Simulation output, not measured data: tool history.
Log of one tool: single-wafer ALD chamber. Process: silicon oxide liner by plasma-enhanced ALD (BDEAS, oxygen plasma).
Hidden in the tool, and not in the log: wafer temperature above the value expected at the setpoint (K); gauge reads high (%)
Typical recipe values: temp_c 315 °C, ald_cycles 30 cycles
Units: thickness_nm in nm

run   hour  temp_c  ald_cycles  wafers since the last listed run  hours since the last thermocouple change  hours since the gauge calibration  read-back reference wafer on the same gauge, thickness_nm  thickness_nm
  1    0.0     315          28                                 0                                    1031.4                              280.3                                                      2.390         2.512
  2    9.6     315          30                               112                                    1041.0                              289.9                                                      2.389         2.688
  3   20.9     315          30                               132                                    1052.3                              301.2                                                      2.391         2.703
  4   33.7     315          30                               150                                    1065.1                              314.0                                                      2.390         2.702
  5   49.3     324          30                               183                                    1080.7                              329.6                                                      2.390         2.665
  6   57.1     315          30                                91                                    1088.5                              337.4                                                      2.389         2.681
  7   68.9     315          30                               138                                    1100.3                              349.2                                                      2.392         2.704
  8  116.6     315          30                               560                                    1148.0                              396.9                                                      2.390         2.676
  9  132.2     315          30                               183                                    1163.6                              412.5                                                      2.390         2.688
 10  139.3     315          30                                83                                    1170.7                              419.6                                                      2.390         2.688
     140.7  -- gauge calibrated
 11  147.3     319          25                                93                                    1178.7                                6.6                                                      2.390         2.236
 12  153.3     319          25                                70                                    1184.7                               12.6                                                      2.389         2.236
     173.4  -- thermocouple changed; heater temperature recalibrated
 13  173.9     315          30                               147                                       0.5                               33.2                                                      2.390         2.686
 14  186.7     315          30                               150                                      13.3                               46.0                                                      2.389         2.696
 15  194.3     301          34                                89                                      20.9                               53.6                                                      2.390         3.116
 16  207.8     315          30                               158                                      34.4                               67.1                                                      2.391         2.690
 17  218.2     321          32                               122                                      44.8                               77.5                                                      2.390         2.845
 18  225.9     315          30                                90                                      52.5                               85.2                                                      2.391         2.698
 19  236.6     315          34                               125                                      63.2                               95.9                                                      2.391         3.038
 20  283.6     329          30                               551                                     110.2                              142.9                                                      2.392         2.623
 21  296.4     315          30                               150                                     123.0                              155.7                                                      2.390         2.685
 22  302.8     327          28                                75                                     129.4                              162.1                                                      2.390         2.455
 23  311.4     315          30                               100                                     138.0                              170.7                                                      2.390         2.676
 24  320.1     302          27                               102                                     146.7                              179.4                                                      2.390         2.462
 25  334.9     315          26                               173                                     161.5                              194.2                                                      2.388         2.346
 26  346.2     303          25                               132                                     172.8                              205.5                                                      2.390         2.292
 27  361.7     326          30                               182                                     188.3                              221.0                                                      2.390         2.641
 28  376.8     328          28                               177                                     203.4                              236.1                                                      2.391         2.449
 29  392.0     315          33                               178                                     218.6                              251.3                                                      2.391         2.967

5 options for the next run, each taken on its own from the tool as it stands now. Forecast them:
  A  392.4     327          30                                 4                                     219.0                              251.7                                                          ?             ?
  B  392.4     315          32                                 4                                     219.0                              251.7                                                          ?             ?
  C  392.4     302          33                                 4                                     219.0                              251.7                                                          ?             ?
  D  392.4     306          30                                 4                                     219.0                              251.7                                                          ?             ?
  E  392.4     329          33                                 4                                     219.0                              251.7                                                          ?             ?

run  read-back reference wafer on the same gauge, thickness_nm  thickness_nm
  A                                                      2.390         2.649
  B                                                      2.390         2.876
  C                                                      2.390         3.021
  D                                                      2.390         2.731
  E                                                      2.390         2.905
Had the tool no hidden state, the same runs would have come out as:
run  thickness_nm
  A         2.649
  B         2.876
  C         3.021
  D         2.731
  E         2.905

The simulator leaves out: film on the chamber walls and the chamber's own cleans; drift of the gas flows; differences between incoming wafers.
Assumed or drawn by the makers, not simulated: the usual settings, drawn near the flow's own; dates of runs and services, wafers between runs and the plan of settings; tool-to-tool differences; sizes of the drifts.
